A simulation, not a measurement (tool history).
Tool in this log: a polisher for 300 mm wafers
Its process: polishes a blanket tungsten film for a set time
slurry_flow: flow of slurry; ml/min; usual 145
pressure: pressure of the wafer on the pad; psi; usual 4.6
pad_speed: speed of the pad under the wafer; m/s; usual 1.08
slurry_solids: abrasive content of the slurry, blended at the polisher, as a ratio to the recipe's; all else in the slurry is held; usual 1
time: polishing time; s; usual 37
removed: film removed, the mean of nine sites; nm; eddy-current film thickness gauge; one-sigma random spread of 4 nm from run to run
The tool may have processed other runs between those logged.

run	hour	slurry_flow	pressure	pad_speed	slurry_solids	time	wafers since the last listed run	wafers polished on this pad	hours since the slurry nozzle was cleaned	hours since the head pressure was calibrated	hours since the slurry blender was calibrated	hours since the slurry got fresh peroxide	incoming thickness of the incoming film, nm	removed
1	0	145	4.6	1.08	1	37	0	3557	0.2	408.6	288.4	175.6	1388.9	280
# hour 1.7: slurry blender recalibrated
# hour 5.1: worn pad replaced by a new one
# hour 51.3: slurry tank refilled with fresh slurry and peroxide
2	55.7	145	4.6	1.08	1	37	781	781	55.9	464.3	54	4.4	1378.6	274.3
3	125.8	145	4.6	1.08	1	37	1102	1884	126	534.4	124.1	74.5	1363.5	270
4	188.3	145	4.6	1.24	1	37	983	2867	188.5	596.9	186.6	137	1371.8	295.2
5	226.3	145	4.6	1.08	1	37	597	3465	226.5	634.9	224.6	175	1371.2	262.3
# hour 261.8: slurry blender recalibrated
# hour 265.9: worn pad replaced by a new one
# hour 284.6: slurry tank refilled with fresh slurry and peroxide
6	286.3	130	4.6	1.08	1	37	833	305	286.5	694.9	24.5	1.7	1373.1	255.8
7	351.7	145	4.6	1.08	1	37	1028	1334	351.9	760.3	89.9	67.1	1364.7	262.7
# hour 395.4: slurry nozzle cleaned
8	411.7	145	4.6	1.08	1	37	928	2262	16.3	820.3	149.9	127.1	1343	242
9	468.1	145	4.6	1.08	1	37	887	3150	72.7	876.7	206.3	183.5	1375.3	239.5
# hour 497: worn pad replaced by a new one
# hour 508.6: slurry blender recalibrated
# hour 517.4: slurry tank refilled with fresh slurry and peroxide
# hour 529: head pressure recalibrated
10	529.5	145	4.6	0.94	1	37	824	432	134.1	0.5	20.9	12.1	1355.7	206
11	580.1	145	4.6	0.94	1	37	796	1228	184.7	51.1	71.5	62.7	1376.1	200.7
12	615.2	145	4.6	0.94	1	37	552	1780	219.8	86.2	106.6	97.8	1366.8	195.8
13	664.9	145	4.6	1.08	1	37	781	2562	269.5	135.9	156.3	147.5	1395.1	220.1
# hour 693.1: slurry nozzle cleaned, repeated, since the last time left the tool worse
14	723.4	145	4.6	1.08	1.2	37	904	3467	30.3	194.4	214.8	206	1339.8	289.8
# hour 746.7: slurry tank refilled with fresh slurry and peroxide
15	764	145	4.6	1.08	1	37	623	4090	70.9	235	255.4	17.3	1376.4	268.5
# hour 768.2: worn pad replaced by a new one
# hour 776.2: slurry blender recalibrated
16	833.5	145	4	0.98	1	37	999	995	140.4	304.5	57.3	86.8	1385	216.2
17	898.8	165	4.6	0.9	1	37	1027	2022	205.7	369.8	122.6	152.1	1367.8	236.7
18	950.7	145	4.6	1.08	1	37	816	2839	257.6	421.7	174.5	204	1382	263.7
19	975.6	145	4.6	0.9	1	37	391	3231	282.5	446.6	199.4	228.9	1399.1	225.8
# hour 1016: slurry tank refilled with fresh slurry and peroxide
20	1023.2	130	6	1.08	0.75	48	733	3964	330.1	494.2	247	7.2	1375.5	393.8
# hour 1033.5: slurry blender recalibrated
# hour 1038.8: worn pad replaced by a new one
21	1065.6	145	4.6	1.24	1	37	572	421	372.5	536.6	32.1	49.6	1386.6	298.6
22	1110	145	4.6	1.08	1	32	698	1120	416.9	581	76.5	94	1374.3	227.6
# hour 1113.2: slurry nozzle cleaned
23	1153.1	145	4.6	1.08	1	34	662	1782	39.9	624.1	119.6	137.1	1387.5	249.9
24	1203.1	145	4.6	1.08	1	33	786	2569	89.9	674.1	169.6	187.1	1373.5	238.6
25	1274.3	145	4.6	1.08	1	37	1120	3689	161.1	745.3	240.8	258.3	1372.8	265.6
# hour 1301.9: slurry tank refilled with fresh slurry and peroxide
26	1325.3	145	6	1.28	0.85	41	786	4476	212.1	796.3	291.8	23.4	1383.3	414.2

Predict each of these 3 candidate next runs independently; none follows another, all start after run 26:
A	1325.7	100	4.6	1.08	1	37	6	4482	212.5	796.7	292.2	23.8	1374	?
B	1325.7	190	5.6	1.08	1	37	6	4482	212.5	796.7	292.2	23.8	1374	?
C	1325.7	165	6.2	1.08	0.7	26	6	4482	212.5	796.7	292.2	23.8	1374	?

run	removed
A	243.2
B	341.6
C	239.1
Had the tool no hidden state, the same runs would have come out as:
run	removed
A	257.4
B	352
C	247.5

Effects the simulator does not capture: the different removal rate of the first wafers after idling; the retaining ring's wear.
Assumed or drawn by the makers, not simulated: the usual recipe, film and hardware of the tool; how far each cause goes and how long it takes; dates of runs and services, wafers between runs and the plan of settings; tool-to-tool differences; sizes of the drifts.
